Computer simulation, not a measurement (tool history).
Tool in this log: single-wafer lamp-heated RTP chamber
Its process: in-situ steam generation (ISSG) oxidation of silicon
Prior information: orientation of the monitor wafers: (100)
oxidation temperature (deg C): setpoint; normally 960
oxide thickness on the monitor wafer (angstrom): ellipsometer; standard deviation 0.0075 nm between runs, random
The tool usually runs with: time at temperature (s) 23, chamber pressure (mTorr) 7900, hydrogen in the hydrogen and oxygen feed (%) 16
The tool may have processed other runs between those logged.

run,day,oxidation temperature (deg C),time at temperature (s),chamber pressure (mTorr),hydrogen in the hydrogen and oxygen feed (%),wafers since the last listed run,wafers since the last pyrometer calibration,hours since the pressure gauge was zeroed,hours since the hydrogen flow controller was replaced,hours since the gauge calibration,"read-back reference wafer on the same gauge, thickness",oxide thickness on the monitor wafer (angstrom)
1,0.000,960,23,7900,23,0,1366,3489.7,4282.1,355.6,5.982,54.69
2,2.562,960,23,7900,23,609,1976,3551.2,4343.6,417.1,5.981,54.64
3,6.242,960,26,7900,16,875,2851,3639.5,4431.9,505.4,5.982,53.26
4,8.038,960,23,7900,16,427,3279,3682.6,4475.0,548.5,5.979,50.58
5,10.292,960,23,7900,16,536,3815,3736.7,4529.1,602.6,5.979,50.62
# day 12.562: gauge calibrated
6,13.358,960,23,7900,16,729,4545,3810.3,4602.7,19.1,5.982,50.73
7,16.617,960,23,7900,16,775,5320,3888.5,4680.9,97.3,5.982,50.44
# day 17.592: hydrogen flow controller replaced
8,19.179,960,23,7900,23,530,5850,3950.0,38.1,158.8,5.979,55.07
9,20.792,942,23,9000,26,383,6234,3988.7,76.8,197.5,5.980,53.01
# day 21.292: pyrometer window cleaned and pyrometer calibrated
10,23.896,969,30,7300,16,659,619,4063.2,151.3,272.0,5.979,58.25
# day 28.062: pressure gauge zeroed
11,31.396,942,23,8500,16,1705,2324,80.0,331.3,452.0,5.980,47.66
12,35.796,979,23,9200,16,1046,3371,185.6,436.9,557.6,5.982,53.75
13,39.354,960,30,7900,19,846,4218,271.0,522.3,643.0,5.979,59.45
14,41.479,953,15,7900,16,505,4723,322.0,573.3,694.0,5.981,41.39

A few steps of oxide thickness on the monitor wafer (angstrom) between consecutive runs. Split each: what settings, incoming material and random variation would produce without the hidden state, and what is left over for the hidden state, along with gauge scatter present in only one of the two compared results (measured, and without hidden state):
What the log doesn't record here: true wafer temperature minus pyrometer reading, K; true pressure minus gauge reading, Torr; deviation of the hydrogen flow from its setpoint, %; gauge reads high (%).
Run 9 -> 10: oxidation temperature (deg C) 942 -> 969, time at temperature (s) 23 -> 30, chamber pressure (mTorr) 9000 -> 7300, hydrogen in the hydrogen and oxygen feed (%) 26 -> 16, pyrometer window cleaned and pyrometer calibrated. oxide thickness on the monitor wafer (angstrom) +5.24: hidden state -0.38, all else +5.62.
Run 13 -> 14: oxidation temperature (deg C) 960 -> 953, time at temperature (s) 30 -> 15, hydrogen in the hydrogen and oxygen feed (%) 19 -> 16. oxide thickness on the monitor wafer (angstrom) -18.06: hidden state -0.36, all else -17.70.

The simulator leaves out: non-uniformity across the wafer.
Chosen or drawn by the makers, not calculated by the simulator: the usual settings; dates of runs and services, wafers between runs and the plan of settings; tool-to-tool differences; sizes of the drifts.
